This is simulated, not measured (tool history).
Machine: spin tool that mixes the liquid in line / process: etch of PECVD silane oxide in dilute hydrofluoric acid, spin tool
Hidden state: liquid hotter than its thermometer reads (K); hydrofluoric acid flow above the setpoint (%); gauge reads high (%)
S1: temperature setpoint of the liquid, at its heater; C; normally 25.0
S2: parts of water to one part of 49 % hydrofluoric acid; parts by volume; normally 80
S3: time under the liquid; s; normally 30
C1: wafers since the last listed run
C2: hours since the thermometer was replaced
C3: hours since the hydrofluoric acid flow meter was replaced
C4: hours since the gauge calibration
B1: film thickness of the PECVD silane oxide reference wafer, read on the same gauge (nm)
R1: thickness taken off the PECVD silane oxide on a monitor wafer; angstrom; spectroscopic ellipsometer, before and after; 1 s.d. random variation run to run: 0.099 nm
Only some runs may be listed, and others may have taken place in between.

| run | hour | S1 | S2 | S3 | C1 | C2 | C3 | C4 | B1 | R1 |
|---|---|---|---|---|---|---|---|---|---|---|
| 1 | 0.0 | 25.0 | 80 | 30 | 0 | 825.9 | 1089.6 | 168.9 | 109.53 | 166.8 |
| 2 | 61.4 | 25.0 | 80 | 30 | 1145 | 887.3 | 1151.0 | 230.3 | 109.23 | 165.1 |
| 3 | 85.7 | 25.0 | 80 | 30 | 453 | 911.6 | 1175.3 | 254.6 | 109.12 | 163.9 |
| 4 | 151.2 | 25.0 | 50 | 30 | 1222 | 977.1 | 1240.8 | 320.1 | 108.82 | 275.4 |
| 5 | 207.4 | 25.0 | 80 | 30 | 1048 | 1033.3 | 1297.0 | 376.3 | 108.57 | 163.4 |
| 6 | 236.8 | 25.0 | 80 | 30 | 548 | 1062.7 | 1326.4 | 405.7 | 108.54 | 165.3 |
|  | 249.9 | thermometer replaced |
| 7 | 284.2 | 25.0 | 80 | 30 | 865 | 34.3 | 1373.8 | 453.1 | 108.30 | 166.5 |
|  | 309.3 | hydrofluoric acid flow meter replaced |
| 8 | 312.5 | 25.0 | 90 | 20 | 509 | 62.6 | 3.2 | 481.4 | 108.17 | 96.5 |
| 9 | 361.8 | 22.0 | 95 | 30 | 919 | 111.9 | 52.5 | 530.7 | 107.98 | 122.3 |
| 10 | 423.4 | 25.0 | 80 | 30 | 1149 | 173.5 | 114.1 | 592.3 | 107.60 | 164.3 |
|  | 435.9 | gauge calibrated |
| 11 | 468.8 | 26.5 | 80 | 15 | 847 | 218.9 | 159.5 | 32.9 | 109.94 | 89.3 |
| 12 | 506.0 | 21.0 | 115 | 40 | 694 | 256.1 | 196.7 | 70.1 | 109.77 | 126.7 |
| 13 | 535.2 | 21.0 | 115 | 40 | 544 | 285.3 | 225.9 | 99.3 | 109.60 | 127.7 |
| 14 | 565.8 | 25.0 | 110 | 35 | 570 | 315.9 | 256.5 | 129.9 | 109.50 | 136.6 |

Alternative continuations, all from the tool just after run 14; predict every row:
| A | 566.2 | 25.0 | 80 | 30 | 7 | 316.3 | 256.9 | 130.3 | ? | ? |
| B | 566.2 | 21.5 | 120 | 30 | 7 | 316.3 | 256.9 | 130.3 | ? | ? |
| C | 566.2 | 22.0 | 60 | 25 | 7 | 316.3 | 256.9 | 130.3 | ? | ? |

| run | B1 | R1 |
|---|---|---|
| A | 109.51 | 167.0 |
| B | 109.51 | 92.3 |
| C | 109.51 | 168.5 |
Had the tool no hidden state, the same runs would have come out as:
| run | R1 |
|---|---|
| A | 167.8 |
| B | 92.7 |
| C | 169.3 |
